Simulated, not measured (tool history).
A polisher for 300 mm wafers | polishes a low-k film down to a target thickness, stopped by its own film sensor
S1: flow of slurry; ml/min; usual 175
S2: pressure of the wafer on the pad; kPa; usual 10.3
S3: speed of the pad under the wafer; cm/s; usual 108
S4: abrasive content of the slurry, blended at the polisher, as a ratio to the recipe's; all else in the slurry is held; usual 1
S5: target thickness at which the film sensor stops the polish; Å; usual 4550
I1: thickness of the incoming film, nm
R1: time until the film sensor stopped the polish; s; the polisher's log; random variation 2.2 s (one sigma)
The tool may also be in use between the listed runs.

{"run": 1, "day": 0.0, "S1": 175, "S2": 10.3, "S3": 108, "S4": 1, "S5": 4640, "I1": 491.5, "R1": 98.1}
{"day": 0.367, "done": "worn pad replaced by a new one"}
{"run": 2, "day": 0.733, "S1": 175, "S2": 10.3, "S3": 108, "S4": 1, "S5": 4640, "I1": 492.7, "R1": 94.2}
{"run": 3, "day": 1.058, "S1": 175, "S2": 10.3, "S3": 108, "S4": 1, "S5": 4550, "I1": 487.4, "R1": 113.4}
{"run": 4, "day": 1.317, "S1": 175, "S2": 10.3, "S3": 108, "S4": 1, "S5": 4550, "I1": 490, "R1": 120}
{"run": 5, "day": 3.175, "S1": 195, "S2": 10.3, "S3": 108, "S4": 1, "S5": 4550, "I1": 487.4, "R1": 108.4}
{"run": 6, "day": 4.65, "S1": 175, "S2": 10.3, "S3": 108, "S4": 1.3, "S5": 4550, "I1": 490.6, "R1": 109}
{"run": 7, "day": 4.983, "S1": 175, "S2": 10.3, "S3": 108, "S4": 0.85, "S5": 4550, "I1": 491.6, "R1": 137.2}
{"day": 5.792, "done": "worn pad replaced by a new one"}
{"run": 8, "day": 6.2, "S1": 220, "S2": 9, "S3": 74, "S4": 1.25, "S5": 4550, "I1": 488.3, "R1": 133.6}
{"day": 6.817, "done": "slurry blender recalibrated"}
{"run": 9, "day": 6.838, "S1": 140, "S2": 7.6, "S3": 124, "S4": 1, "S5": 4550, "I1": 485.4, "R1": 117.8}
{"run": 10, "day": 7.512, "S1": 175, "S2": 10.3, "S3": 108, "S4": 1.25, "S5": 4550, "I1": 493.8, "R1": 122.5}
{"run": 11, "day": 7.879, "S1": 130, "S2": 10.3, "S3": 108, "S4": 1, "S5": 4550, "I1": 483.2, "R1": 101.6}
{"day": 8.179, "done": "head pressure recalibrated"}
{"run": 12, "day": 8.2, "S1": 175, "S2": 12.4, "S3": 108, "S4": 1.15, "S5": 4550, "I1": 491.2, "R1": 103.2}
{"day": 8.321, "done": "conditioning disc replaced and pad reconditioned"}
{"day": 8.454, "done": "slurry nozzle cleaned"}
{"run": 13, "day": 8.75, "S1": 175, "S2": 10.3, "S3": 108, "S4": 0.9, "S5": 4500, "I1": 490.7, "R1": 150.1}
{"run": 14, "day": 9.329, "S1": 175, "S2": 10.3, "S3": 72, "S4": 1, "S5": 4550, "I1": 492, "R1": 160.9}
{"run": 15, "day": 9.975, "S1": 175, "S2": 13.1, "S3": 98, "S4": 1, "S5": 4550, "I1": 479.5, "R1": 77}
{"run": 16, "day": 10.55, "S1": 210, "S2": 10.3, "S3": 108, "S4": 0.8, "S5": 4550, "I1": 491.2, "R1": 138}
{"day": 11.004, "done": "worn pad replaced by a new one"}
{"run": 17, "day": 11.025, "S1": 175, "S2": 10.3, "S3": 108, "S4": 0.7, "S5": 4490, "I1": 492.3, "R1": 183.7}
{"run": 18, "day": 11.733, "S1": 175, "S2": 10.3, "S3": 108, "S4": 1, "S5": 4550, "I1": 493, "R1": 131.2}
{"run": 19, "day": 12.312, "S1": 175, "S2": 10.3, "S3": 108, "S4": 1, "S5": 4590, "I1": 491.8, "R1": 112.9}
{"run": 20, "day": 12.983, "S1": 155, "S2": 10.3, "S3": 108, "S4": 1, "S5": 4550, "I1": 489.9, "R1": 120.4}
{"run": 21, "day": 13.279, "S1": 175, "S2": 10.3, "S3": 88, "S4": 1.1, "S5": 4550, "I1": 479, "R1": 89.8}
{"run": 22, "day": 13.788, "S1": 220, "S2": 10.3, "S3": 108, "S4": 1, "S5": 4550, "I1": 493.3, "R1": 129.4}
{"run": 23, "day": 14.392, "S1": 175, "S2": 10.3, "S3": 108, "S4": 1, "S5": 4550, "I1": 488.2, "R1": 112.3}
{"run": 24, "day": 14.983, "S1": 175, "S2": 10.3, "S3": 118, "S4": 1, "S5": 4550, "I1": 498, "R1": 133.9}
{"run": 25, "day": 15.512, "S1": 175, "S2": 10.3, "S3": 108, "S4": 1, "S5": 4550, "I1": 495.4, "R1": 135.7}
{"run": 26, "day": 15.825, "S1": 195, "S2": 10.3, "S3": 98, "S4": 1, "S5": 4550, "I1": 495.6, "R1": 140.4}

4 ways to go on from here, each from the tool as it stands after run 26. What would each give?
{"run": "A", "day": 15.846, "S1": 175, "S2": 10.3, "S3": 108, "S4": 1, "S5": 4550, "I1": 490.4, "R1": "?"}
{"run": "B", "day": 15.846, "S1": 175, "S2": 6.9, "S3": 122, "S4": 1, "S5": 4670, "I1": 490.4, "R1": "?"}
{"run": "C", "day": 15.846, "S1": 175, "S2": 10.3, "S3": 84, "S4": 1.2, "S5": 4480, "I1": 490.4, "R1": "?"}
{"run": "D", "day": 15.846, "S1": 215, "S2": 6.9, "S3": 84, "S4": 1, "S5": 4520, "I1": 490.4, "R1": "?"}

run=A R1=118.3
run=B R1=91.2
run=C R1=150.8
run=D R1=184
Without the tool's hidden state the same runs would have given:
run=A R1=118.3
run=B R1=91.2
run=C R1=150.8
run=D R1=184

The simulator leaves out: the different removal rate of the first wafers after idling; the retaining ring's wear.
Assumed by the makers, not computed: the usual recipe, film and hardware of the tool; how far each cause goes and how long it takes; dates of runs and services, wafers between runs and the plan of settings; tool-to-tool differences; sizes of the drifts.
